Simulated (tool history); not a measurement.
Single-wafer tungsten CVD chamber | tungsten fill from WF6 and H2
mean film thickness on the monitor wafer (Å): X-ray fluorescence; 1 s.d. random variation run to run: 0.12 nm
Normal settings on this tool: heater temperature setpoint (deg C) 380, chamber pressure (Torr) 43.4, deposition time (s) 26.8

run	hour	heater temperature setpoint (deg C)	chamber pressure (Torr)	deposition time (s)	wafers since the last listed run	hours since the last thermocouple change	hours since the last manometer calibration	hours since the showerhead was replaced	hours since the gauge calibration	read-back reference wafer on the same gauge, thickness_nm	mean film thickness on the monitor wafer (Å)
1	0	380	43.4	26.8	0	339.7	1386.7	6564.4	678.7	60.102	617.01
# hour 36.6: gauge calibrated
2	55.6	380	43.4	26.8	1295	395.3	1442.3	6620	19	60.121	616.16
3	284.7	380	43.4	26.8	5339	624.4	1671.4	6849.1	248.1	60.079	620.8
4	363.5	380	43.4	26.8	1836	703.2	1750.2	6927.9	326.9	60.082	618.9
5	443.1	380	43.4	26.8	1855	782.8	1829.8	7007.5	406.5	60.101	620.07
# hour 530.2: capacitance manometer re-zeroed and calibrated
6	533.5	380	43.4	26.8	1920	873.2	3.3	7097.9	496.9	60.071	608.8
7	616.8	386	43.4	23.3	1941	956.5	86.6	7181.2	580.2	60.11	596.1
# hour 656.5: showerhead replaced, of another model than before
8	700.5	380	43.4	31.8	1764	1040.2	170.3	44	663.9	60.098	726.62
# hour 730.7: gauge calibrated
9	800	380	34.3	29.6	2318	1139.7	269.8	143.5	69.3	60.095	556.12
# hour 896.8: thermocouple changed; heater temperature recalibrated
10	897.3	387	51.6	30.2	2081	0.5	367.1	240.8	166.6	60.096	899.2
11	975	388	43.4	22.2	1810	78.2	444.8	318.5	244.3	60.088	597.3
12	1071.4	369	43.4	26.8	2246	174.6	541.2	414.9	340.7	60.07	494.64
13	1167.6	380	43.4	26.8	2242	270.8	637.4	511.1	436.9	60.102	619.87
14	1220.6	380	43.4	26.8	1235	323.8	690.4	564.1	489.9	60.075	622.94
15	1295.9	380	43.4	26.8	1754	399.1	765.7	639.4	565.2	60.101	622.89

Hidden condition of the tool, last listed run before each entry between runs versus first listed run after:
Run 1 -> run 2: gauge calibrated (hour 36.6)
  true pressure above the setpoint (%): 4.35 -> 4.57
  difference, measured minus the result without the unlogged condition, mean film thickness on the monitor wafer (Å): +12.93 -> +13.53
Run 5 -> run 6: capacitance manometer re-zeroed and calibrated (hour 530.2)
  true pressure above the setpoint (%): 6.07 -> 1.45
  difference, measured minus the result without the unlogged condition, mean film thickness on the monitor wafer (Å): +17.89 -> +4.35
Run 7 -> run 8: showerhead replaced, of another model than before (hour 656.5)
  true pressure above the setpoint (%): 1.78 -> 2.1
  difference, measured minus the result without the unlogged condition, mean film thickness on the monitor wafer (Å): +5.19 -> +11.31
Run 8 -> run 9: gauge calibrated (hour 730.7)
  true pressure above the setpoint (%): 2.1 -> 2.49
  difference, measured minus the result without the unlogged condition, mean film thickness on the monitor wafer (Å): +11.31 -> +10.69
Run 9 -> run 10: thermocouple changed; heater temperature recalibrated (hour 896.8)
  true pressure above the setpoint (%): 2.49 -> 2.86
  difference, measured minus the result without the unlogged condition, mean film thickness on the monitor wafer (Å): +10.69 -> +18.41
